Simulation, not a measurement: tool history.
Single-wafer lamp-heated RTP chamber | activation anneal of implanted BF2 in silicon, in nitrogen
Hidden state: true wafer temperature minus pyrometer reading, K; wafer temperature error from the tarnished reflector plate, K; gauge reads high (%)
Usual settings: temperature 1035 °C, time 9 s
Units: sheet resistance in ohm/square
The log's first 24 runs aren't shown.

| run | hour | temperature | time | wafers since the last listed run | wafers since the last pyrometer calibration | wafers since the reflector plate was cleaned | hours since the gauge calibration | read-back reference wafer on the same gauge, sheet resistance | sheet resistance |
|---|---|---|---|---|---|---|---|---|---|
| 25 | 732.7 | 1035 | 9 | 218 | 879 | 280 | 373.9 | 140 | 169.34 |
| 26 | 751.9 | 1056 | 6 | 199 | 1078 | 479 | 393.1 | 140.02 | 158.68 |
| 27 | 775 | 1020 | 11 | 239 | 1318 | 719 | 416.2 | 139.99 | 186.09 |
| 28 | 789.2 | 1035 | 9 | 147 | 1465 | 866 | 430.4 | 140.1 | 169.34 |
| 29 | 819.7 | 1035 | 9 | 316 | 1782 | 1183 | 460.9 | 139.88 | 170.06 |
| 30 | 842.1 | 1055 | 13 | 232 | 2014 | 1415 | 483.3 | 140.03 | 134.31 |
| 31 | 870 | 1035 | 9 | 289 | 2304 | 1705 | 511.2 | 139.97 | 169.66 |
| 32 | 902.6 | 1023 | 7 | 338 | 2642 | 2043 | 543.8 | 139.9 | 198.26 |
| 33 | 919.5 | 1035 | 14 | 175 | 2817 | 2218 | 560.7 | 139.96 | 153.96 |
| 34 | 984.8 | 1057 | 11 | 677 | 3495 | 2896 | 626 | 140.06 | 136.41 |
| 35 | 1002.9 | 1035 | 9 | 187 | 3683 | 3084 | 644.1 | 139.98 | 167.58 |
| 36 | 1037 | 1025 | 9 | 353 | 4036 | 3437 | 678.2 | 140.05 | 183.31 |
| 37 | 1065.6 | 1035 | 9 | 296 | 4333 | 3734 | 706.8 | 140.04 | 167.62 |
| 38 | 1086.6 | 1035 | 9 | 217 | 4551 | 3952 | 727.8 | 140.03 | 166.84 |

Forecast each of these 3 alternatives for the next run:
| A | 1087 | 1010 | 9 | 4 | 4555 | 3956 | 728.2 | ? | ? |
| B | 1087 | 1048 | 9 | 4 | 4555 | 3956 | 728.2 | ? | ? |
| C | 1087 | 1057 | 4 | 4 | 4555 | 3956 | 728.2 | ? | ? |

| run | read-back reference wafer on the same gauge, sheet resistance | sheet resistance |
|---|---|---|
| A | 140.01 | 208.68 |
| B | 140.01 | 150.56 |
| C | 140.01 | 170.36 |
Without the tool's hidden state the same runs would have given:
| run | sheet resistance |
|---|---|
| A | 213.33 |
| B | 153.63 |
| C | 174.13 |

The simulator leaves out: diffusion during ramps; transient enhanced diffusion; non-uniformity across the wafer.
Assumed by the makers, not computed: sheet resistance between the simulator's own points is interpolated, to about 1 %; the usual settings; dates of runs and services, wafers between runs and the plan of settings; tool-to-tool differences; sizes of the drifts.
